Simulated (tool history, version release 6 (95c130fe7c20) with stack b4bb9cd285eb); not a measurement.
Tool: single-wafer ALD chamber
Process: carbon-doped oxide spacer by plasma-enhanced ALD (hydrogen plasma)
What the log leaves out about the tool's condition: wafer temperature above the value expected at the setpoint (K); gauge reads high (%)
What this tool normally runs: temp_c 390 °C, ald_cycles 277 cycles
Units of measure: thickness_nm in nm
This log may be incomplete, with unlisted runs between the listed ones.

run	hour	temp_c	ald_cycles	wafers since the last listed run	hours since the last thermocouple change	hours since the gauge calibration	read-back reference wafer on the same gauge, thickness_nm	thickness_nm
1	0	390	313	0	2322.6	486.9	11.797	15.175
2	46.7	390	313	37	2369.3	533.6	11.799	15.194
3	145.9	390	313	80	2468.5	632.8	11.792	15.193
4	224	390	277	63	2546.6	710.9	11.8	13.455
5	299.5	382	293	61	2622.1	786.4	11.805	14.194
6	344.7	390	277	36	2667.3	831.6	11.797	13.412
7	383.5	390	235	31	2706.1	870.4	11.797	11.412
# hour 413.5: thermocouple changed; heater temperature recalibrated
# hour 554.9: gauge calibrated
8	652.3	390	235	210	238.8	97.4	11.798	11.402
9	704	390	329	41	290.5	149.1	11.798	16.044
10	772.2	394	246	55	358.7	217.3	11.805	11.975
11	849.5	390	277	62	436	294.6	11.808	13.421
12	924.8	385	315	60	511.3	369.9	11.801	15.229
13	1014.8	390	320	72	601.3	459.9	11.802	15.53
14	1054.6	399	250	32	641.1	499.7	11.802	12.132
15	1157.4	390	320	83	743.9	602.5	11.797	15.56
16	1234	390	277	61	820.5	679.1	11.803	13.441

How the hidden state differs across the entries between the runs, from the last listed run before each to the first after it:
Between runs 7 and 8: thermocouple changed; heater temperature recalibrated (hour 413.5); gauge calibrated (hour 554.9)
  both runs share identical hidden conditions
